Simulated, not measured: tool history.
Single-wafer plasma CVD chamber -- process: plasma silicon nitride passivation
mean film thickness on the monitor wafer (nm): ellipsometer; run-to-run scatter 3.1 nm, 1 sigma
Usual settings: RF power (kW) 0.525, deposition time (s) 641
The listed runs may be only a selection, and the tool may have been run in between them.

run,hour,RF power (kW),deposition time (s),wafers since the last listed run,hours since the last RF generator calibration,hours since the showerhead was replaced,hours since the gauge calibration,"read-back reference wafer on the same gauge, thickness_nm",mean film thickness on the monitor wafer (nm)
1,0.0,0.600,727,0,1354.8,4631.6,351.4,1249.687,1271.096
# hour 36.8: gauge calibrated
2,61.4,0.600,727,174,1416.2,4693.0,24.6,1250.311,1271.162
3,127.9,0.525,641,188,1482.7,4759.5,91.1,1250.438,1067.112
4,158.7,0.525,641,87,1513.5,4790.3,121.9,1250.388,1070.439
5,198.5,0.525,641,112,1553.3,4830.1,161.7,1250.566,1060.465
6,226.8,0.585,641,80,1581.6,4858.4,190.0,1249.603,1104.261
7,297.4,0.585,641,200,1652.2,4929.0,260.6,1250.017,1114.180
8,334.1,0.585,641,104,1688.9,4965.7,297.3,1249.928,1105.376
9,373.6,0.525,641,111,1728.4,5005.2,336.8,1249.125,1062.276
# hour 393.2: RF generator calibrated
10,417.7,0.525,641,102,24.5,5049.3,380.9,1250.027,1100.591
11,460.8,0.430,694,122,67.6,5092.4,424.0,1248.990,1103.305
12,493.3,0.525,641,92,100.1,5124.9,456.5,1250.376,1091.580
# hour 507.0: gauge calibrated
13,543.8,0.600,556,143,150.6,5175.4,36.8,1249.084,1000.096
14,571.4,0.600,727,78,178.2,5203.0,64.4,1248.999,1297.861
# hour 602.5: showerhead replaced
15,617.7,0.420,743,108,224.5,15.2,110.7,1249.213,1161.970
16,649.9,0.525,597,91,256.7,47.4,142.9,1249.066,1019.502
17,720.6,0.625,515,200,327.4,118.1,213.6,1250.918,933.936
18,787.6,0.590,641,189,394.4,185.1,280.6,1248.926,1136.621
19,827.4,0.525,641,112,434.2,224.9,320.4,1248.513,1085.536
20,853.1,0.580,753,72,459.9,250.6,346.1,1249.871,1322.161

What if the next run were any one of these 5? Each begins from the tool's condition after run 20:
A,853.7,0.525,530,1,460.5,251.2,346.7,?,?
B,853.7,0.555,718,1,460.5,251.2,346.7,?,?
C,853.7,0.525,524,1,460.5,251.2,346.7,?,?
D,853.7,0.460,641,1,460.5,251.2,346.7,?,?
E,853.7,0.445,598,1,460.5,251.2,346.7,?,?

run,"read-back reference wafer on the same gauge, thickness_nm",mean film thickness on the monitor wafer (nm)
A,1250.611,901.063
B,1250.611,1245.495
C,1250.611,890.863
D,1250.611,1037.810
E,1250.611,956.162
Without the tool's hidden state the same runs would have given:
run,mean film thickness on the monitor wafer (nm)
A,912.880
B,1261.828
C,902.545
D,1051.420
E,968.701

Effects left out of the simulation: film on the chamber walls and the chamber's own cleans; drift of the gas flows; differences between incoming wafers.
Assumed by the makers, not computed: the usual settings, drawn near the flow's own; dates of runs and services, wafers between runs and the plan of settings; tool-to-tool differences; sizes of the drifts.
